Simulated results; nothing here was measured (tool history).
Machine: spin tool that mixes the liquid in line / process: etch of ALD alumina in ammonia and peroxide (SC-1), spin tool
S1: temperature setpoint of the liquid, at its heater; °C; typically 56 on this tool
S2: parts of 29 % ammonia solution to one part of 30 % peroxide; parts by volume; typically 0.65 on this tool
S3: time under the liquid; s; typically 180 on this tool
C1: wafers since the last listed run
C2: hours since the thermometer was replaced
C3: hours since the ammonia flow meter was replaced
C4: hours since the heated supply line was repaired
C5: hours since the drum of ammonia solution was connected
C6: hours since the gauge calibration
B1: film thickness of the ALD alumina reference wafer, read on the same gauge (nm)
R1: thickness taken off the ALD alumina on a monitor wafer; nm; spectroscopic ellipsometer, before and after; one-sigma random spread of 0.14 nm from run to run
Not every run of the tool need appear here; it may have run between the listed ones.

Run 1, hour 0: usual settings; C1 0; C2 452.5; C3 460.9; C4 4110.2; C5 921.6; C6 236.2; B1 110.04. Result: R1 15.55 nm.
Run 2, hour 15.8: usual settings but S2 0.5 parts by volume; C1 130; C2 468.3; C3 476.7; C4 4126; C5 937.4; C6 252; B1 110.02. Result: R1 15.21 nm.
Run 3, hour 23.6: usual settings but S2 0.85 parts by volume; C1 64; C2 476.1; C3 484.5; C4 4133.8; C5 945.2; C6 259.8; B1 109.98. Result: R1 15.89 nm.
Run 4, hour 30.6: usual settings but S3 220 s; C1 57; C2 483.1; C3 491.5; C4 4140.8; C5 952.2; C6 266.8; B1 110.02. Result: R1 18.82 nm.
At hour 35.3: gauge calibrated.
Run 5, hour 42.6: usual settings but S3 220 s; C1 99; C2 495.1; C3 503.5; C4 4152.8; C5 964.2; C6 7.3; B1 109.99. Result: R1 18.87 nm.
Run 6, hour 55.6: usual settings but S1 52.5 °C; C1 107; C2 508.1; C3 516.5; C4 4165.8; C5 977.2; C6 20.3; B1 109.98. Result: R1 12.75 nm.
At hour 64.9: thermometer replaced.
Run 7, hour 66.5: usual settings but S1 48.5 °C; C1 81; C2 1.6; C3 527.4; C4 4176.7; C5 988.1; C6 31.2; B1 109.98. Result: R1 11.39 nm.
Run 8, hour 82.3: usual settings but S1 48.5 °C; C1 130; C2 17.4; C3 543.2; C4 4192.5; C5 1003.9; C6 47; B1 109.98. Result: R1 11.32 nm.
Run 9, hour 96.1: usual settings but S1 48.5 °C; C1 114; C2 31.2; C3 557; C4 4206.3; C5 1017.7; C6 60.8; B1 109.99. Result: R1 11.42 nm.
At hour 112.9: ammonia flow meter replaced.
Run 10, hour 113.4: usual settings but S1 61 °C, S2 0.8 parts by volume, S3 265 s; C1 134; C2 48.5; C3 0.5; C4 4223.6; C5 1035; C6 78.1; B1 109.98. Result: R1 32.9 nm.
At hour 114.6: heated supply line repaired.
Run 11, hour 126.6: usual settings but S1 49.5 °C, S2 0.85 parts by volume, S3 240 s; C1 101; C2 61.7; C3 13.7; C4 12; C5 1048.2; C6 91.3; B1 110.01. Result: R1 16.45 nm.
Run 12, hour 141.3: usual settings but S1 61 °C, S2 0.8 parts by volume, S3 265 s; C1 121; C2 76.4; C3 28.4; C4 26.7; C5 1062.9; C6 106; B1 110.01. Result: R1 32.81 nm.
Run 13, hour 148.8: usual settings but S1 51.5 °C, S2 0.5 parts by volume, S3 270 s; C1 62; C2 83.9; C3 35.9; C4 34.2; C5 1070.4; C6 113.5; B1 109.98. Result: R1 19.48 nm.
Run 14, hour 158.3: usual settings but S1 59.5 °C; C1 78; C2 93.4; C3 45.4; C4 43.7; C5 1079.9; C6 123; B1 110.04. Result: R1 20.27 nm.
At hour 170: new drum of ammonia solution connected.
Run 15, hour 175: usual settings but S3 130 s; C1 130; C2 110.1; C3 62.1; C4 60.4; C5 5; C6 139.7; B1 110.01. Result: R1 12.11 nm.
Run 16, hour 185.5: usual settings; C1 86; C2 120.6; C3 72.6; C4 70.9; C5 15.5; C6 150.2; B1 109.98. Result: R1 16.6 nm.
Run 17, hour 195.9: usual settings but S3 120 s; C1 86; C2 131; C3 83; C4 81.3; C5 25.9; C6 160.6; B1 109.98. Result: R1 11.04 nm.
Run 18, hour 204.3: usual settings but S1 50 °C, S3 150 s; C1 69; C2 139.4; C3 91.4; C4 89.7; C5 34.3; C6 169; B1 110.02. Result: R1 10.18 nm.
Run 19, hour 212.7: usual settings but S2 0.8 parts by volume, S3 140 s; C1 69; C2 147.8; C3 99.8; C4 98.1; C5 42.7; C6 177.4; B1 110. Result: R1 13.28 nm.
Run 20, hour 226.1: usual settings but S1 64 °C, S3 130 s; C1 110; C2 161.2; C3 113.2; C4 111.5; C5 56.1; C6 190.8; B1 109.97. Result: R1 18.01 nm.
Run 21, hour 232.9: usual settings; C1 56; C2 168; C3 120; C4 118.3; C5 62.9; C6 197.6; B1 110.06. Result: R1 16.51 nm.
Run 22, hour 242.8: usual settings but S1 51.5 °C, S2 0.95 parts by volume, S3 130 s; C1 81; C2 177.9; C3 129.9; C4 128.2; C5 72.8; C6 207.5; B1 110.01. Result: R1 9.72 nm.
Run 23, hour 255.4: usual settings but S1 63 °C, S2 0.75 parts by volume, S3 110 s; C1 104; C2 190.5; C3 142.5; C4 140.8; C5 85.4; C6 220.1; B1 110.03. Result: R1 14.69 nm.
Run 24, hour 270.4: usual settings; C1 124; C2 205.5; C3 157.5; C4 155.8; C5 100.4; C6 235.1; B1 110.02. Result: R1 16.38 nm.
Run 25, hour 285.3: usual settings but S1 51.5 °C, S2 0.5 parts by volume, S3 270 s; C1 123; C2 220.4; C3 172.4; C4 170.7; C5 115.3; C6 250; B1 110.01. Result: R1 19.11 nm.

Below are 4 alternative next runs, each starting from the tool's condition after run 25. Predict each:
Run A, hour 285.8: usual settings; C1 4; C2 220.9; C3 172.9; C4 171.2; C5 115.8; C6 250.5; B1 ?. Result: R1 ?.
Run B, hour 285.8: usual settings but S1 63 °C, S2 0.45 parts by volume, S3 245 s; C1 4; C2 220.9; C3 172.9; C4 171.2; C5 115.8; C6 250.5; B1 ?. Result: R1 ?.
Run C, hour 285.8: usual settings but S1 60.5 °C; C1 4; C2 220.9; C3 172.9; C4 171.2; C5 115.8; C6 250.5; B1 ?. Result: R1 ?.
Run D, hour 285.8: usual settings but S2 0.95 parts by volume, S3 75 s; C1 4; C2 220.9; C3 172.9; C4 171.2; C5 115.8; C6 250.5; B1 ?. Result: R1 ?.

run      B1     R1
  A  110.04   16.5
  B  110.04   31.2
  C  110.04  20.88
  D  110.04   7.13
Had the tool no hidden state, the same runs would have come out as:
run     R1
  A  17.59
  B  33.16
  C  22.22
  D    7.6

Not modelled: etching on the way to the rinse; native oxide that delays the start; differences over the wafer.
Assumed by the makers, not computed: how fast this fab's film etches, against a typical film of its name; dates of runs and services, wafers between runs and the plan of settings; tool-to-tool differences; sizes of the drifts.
